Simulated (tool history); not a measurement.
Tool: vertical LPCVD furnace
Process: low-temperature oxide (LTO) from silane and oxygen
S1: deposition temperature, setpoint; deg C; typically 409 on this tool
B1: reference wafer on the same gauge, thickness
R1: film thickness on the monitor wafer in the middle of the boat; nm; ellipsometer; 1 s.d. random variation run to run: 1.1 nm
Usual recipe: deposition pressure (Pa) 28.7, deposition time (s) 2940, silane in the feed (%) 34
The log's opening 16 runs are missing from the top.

run 17 hour=266.7 | S1=409 deposition_pressure_(Pa)=28.7 deposition_time_(s)=3420 silane_in_the_feed_(%)=31 | B1=376.41 | R1=432.47
run 18 hour=271.8 | S1=401 deposition_pressure_(Pa)=32.7 deposition_time_(s)=3720 silane_in_the_feed_(%)=31 | B1=375.87 | R1=490.68
run 19 hour=276.9 | S1=409 deposition_pressure_(Pa)=36 deposition_time_(s)=2610 silane_in_the_feed_(%)=34 | B1=376.03 | R1=473.32
run 20 hour=282 | S1=409 deposition_pressure_(Pa)=28.7 deposition_time_(s)=2940 silane_in_the_feed_(%)=34 | B1=375.68 | R1=424.97
run 21 hour=287.1 | S1=409 deposition_pressure_(Pa)=28.7 deposition_time_(s)=2550 silane_in_the_feed_(%)=34 | B1=376.09 | R1=368.35
run 22 hour=301 | S1=409 deposition_pressure_(Pa)=26 deposition_time_(s)=2940 silane_in_the_feed_(%)=34 | B1=376.04 | R1=381.91
run 23 hour=322.3 | S1=409 deposition_pressure_(Pa)=31.3 deposition_time_(s)=2940 silane_in_the_feed_(%)=40 | B1=375.9 | R1=567.09
run 24 hour=340.5 | S1=409 deposition_pressure_(Pa)=28.7 deposition_time_(s)=4080 silane_in_the_feed_(%)=34 | B1=376.11 | R1=586.32
run 25 hour=351.2 | S1=409 deposition_pressure_(Pa)=28.7 deposition_time_(s)=2940 silane_in_the_feed_(%)=34 | B1=375.91 | R1=423.66
run 26 hour=359.8 | S1=409 deposition_pressure_(Pa)=28.7 deposition_time_(s)=1890 silane_in_the_feed_(%)=34 | B1=375.73 | R1=271.67
run 27 hour=371.7 | S1=409 deposition_pressure_(Pa)=28.7 deposition_time_(s)=2940 silane_in_the_feed_(%)=34 | B1=375.74 | R1=422.59
run 28 hour=380.1 | S1=409 deposition_pressure_(Pa)=28.7 deposition_time_(s)=2160 silane_in_the_feed_(%)=34 | B1=376.23 | R1=309.08
run 29 hour=401 | S1=409 deposition_pressure_(Pa)=36 deposition_time_(s)=2580 silane_in_the_feed_(%)=40 | B1=376.03 | R1=569.27
run 30 hour=413.1 | S1=420 deposition_pressure_(Pa)=32.7 deposition_time_(s)=2940 silane_in_the_feed_(%)=40 | B1=376.02 | R1=661.1

Forecast each of these 5 alternatives for the next run:
run A hour=418.3 | S1=409 deposition_pressure_(Pa)=34.7 deposition_time_(s)=2940 silane_in_the_feed_(%)=34 | B1=? | R1=?
run B hour=418.3 | S1=409 deposition_pressure_(Pa)=28.7 deposition_time_(s)=1830 silane_in_the_feed_(%)=30 | B1=? | R1=?
run C hour=418.3 | S1=412 deposition_pressure_(Pa)=28.7 deposition_time_(s)=2940 silane_in_the_feed_(%)=28 | B1=? | R1=?
run D hour=418.3 | S1=409 deposition_pressure_(Pa)=31.3 deposition_time_(s)=3570 silane_in_the_feed_(%)=34 | B1=? | R1=?
run E hour=418.3 | S1=402 deposition_pressure_(Pa)=24 deposition_time_(s)=2490 silane_in_the_feed_(%)=34 | B1=? | R1=?

run=A B1=376.05 R1=511.61
run=B B1=376.05 R1=221.03
run=C B1=376.05 R1=332.39
run=D B1=376.05 R1=561.14
run=E B1=376.05 R1=276.4
Without the tool's unlogged condition, the same runs would have read:
run=A R1=514.71
run=B R1=222.65
run=C R1=334.83
run=D R1=564.9
run=E R1=278.83
